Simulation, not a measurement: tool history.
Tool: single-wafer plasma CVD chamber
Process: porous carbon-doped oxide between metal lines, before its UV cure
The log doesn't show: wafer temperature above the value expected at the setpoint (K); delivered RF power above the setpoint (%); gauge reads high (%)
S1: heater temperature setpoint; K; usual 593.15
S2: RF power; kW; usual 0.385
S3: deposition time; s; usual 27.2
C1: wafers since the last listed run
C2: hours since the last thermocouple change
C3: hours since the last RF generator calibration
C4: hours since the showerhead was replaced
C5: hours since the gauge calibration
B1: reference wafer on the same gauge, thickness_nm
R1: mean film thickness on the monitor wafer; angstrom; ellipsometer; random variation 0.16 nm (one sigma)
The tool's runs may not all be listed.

| run | hour | S1 | S2 | S3 | C1 | C2 | C3 | C4 | C5 | B1 | R1 |
|---|---|---|---|---|---|---|---|---|---|---|---|
| 1 | 0 | 587.15 | 0.385 | 27.2 | 0 | 2215.2 | 2228 | 2242.6 | 89.9 | 120.996 | 1048.57 |
| 2 | 6.5 | 587.15 | 0.385 | 27.2 | 198 | 2221.7 | 2234.5 | 2249.1 | 96.4 | 120.999 | 1044.49 |
| 3 | 22 | 587.15 | 0.385 | 27.2 | 472 | 2237.2 | 2250 | 2264.6 | 111.9 | 120.931 | 1042.26 |
| 4 | 28.2 | 590.15 | 0.385 | 27.2 | 189 | 2243.4 | 2256.2 | 2270.8 | 118.1 | 120.979 | 1029.25 |
| 5 | 37.3 | 590.15 | 0.385 | 27.2 | 277 | 2252.5 | 2265.3 | 2279.9 | 127.2 | 121.019 | 1025.64 |
| 6 | 45.5 | 590.15 | 0.385 | 27.2 | 250 | 2260.7 | 2273.5 | 2288.1 | 135.4 | 120.973 | 1027.45 |
| 7 | 56.3 | 593.15 | 0.385 | 27.2 | 329 | 2271.5 | 2284.3 | 2298.9 | 146.2 | 121.045 | 1004.3 |
|  | 65 | RF generator calibrated |
| 8 | 65.5 | 593.15 | 0.385 | 27.2 | 36 | 2280.7 | 0.5 | 2308.1 | 155.4 | 120.996 | 1073.97 |
| 9 | 81.6 | 593.15 | 0.385 | 27.2 | 491 | 2296.8 | 16.6 | 2324.2 | 171.5 | 121.015 | 1073.43 |
| 10 | 89.5 | 603.15 | 0.385 | 29.5 | 240 | 2304.7 | 24.5 | 2332.1 | 179.4 | 121.069 | 1096.05 |
|  | 99.9 | showerhead replaced |
| 11 | 103.7 | 593.15 | 0.335 | 24 | 189 | 2318.9 | 38.7 | 3.8 | 193.6 | 121.027 | 851.54 |
| 12 | 113.5 | 584.15 | 0.385 | 29 | 298 | 2328.7 | 48.5 | 13.6 | 203.4 | 120.96 | 1204.61 |
|  | 125.4 | thermocouple changed; heater temperature recalibrated |
| 13 | 125.9 | 593.15 | 0.385 | 27.2 | 134 | 0.5 | 60.9 | 26 | 215.8 | 120.97 | 1074.13 |
| 14 | 139.6 | 581.15 | 0.44 | 24 | 417 | 14.2 | 74.6 | 39.7 | 229.5 | 121.016 | 1130.98 |
|  | 151.3 | gauge calibrated |
| 15 | 155.4 | 593.15 | 0.385 | 27.2 | 481 | 30 | 90.4 | 55.5 | 4.1 | 120.957 | 1072.18 |
| 16 | 167.3 | 586.15 | 0.365 | 31.1 | 362 | 41.9 | 102.3 | 67.4 | 16 | 121.009 | 1216.65 |
| 17 | 176.9 | 581.15 | 0.385 | 27.2 | 292 | 51.5 | 111.9 | 77 | 25.6 | 121.018 | 1152.39 |
| 18 | 193.1 | 581.15 | 0.385 | 27.2 | 494 | 67.7 | 128.1 | 93.2 | 41.8 | 121.024 | 1155.2 |

The tool's hidden state at each run:
wafer temperature above the value expected at the setpoint (K): 0 in every run
gauge reads high (%): 0 in every run
H1: delivered RF power above the setpoint (%)
| run | H1 |
|---|---|
| 1 | -8.05 |
| 2 | -8.1 |
| 3 | -8.2 |
| 4 | -8.25 |
| 5 | -8.31 |
| 6 | -8.37 |
| 7 | -8.44 |
| 8 | -0.646 |
| 9 | -0.647 |
| 10 | -0.647 |
| 11 | -0.649 |
| 12 | -0.65 |
| 13 | -0.652 |
| 14 | -0.655 |
| 15 | -0.659 |
| 16 | -0.663 |
| 17 | -0.666 |
| 18 | -0.672 |
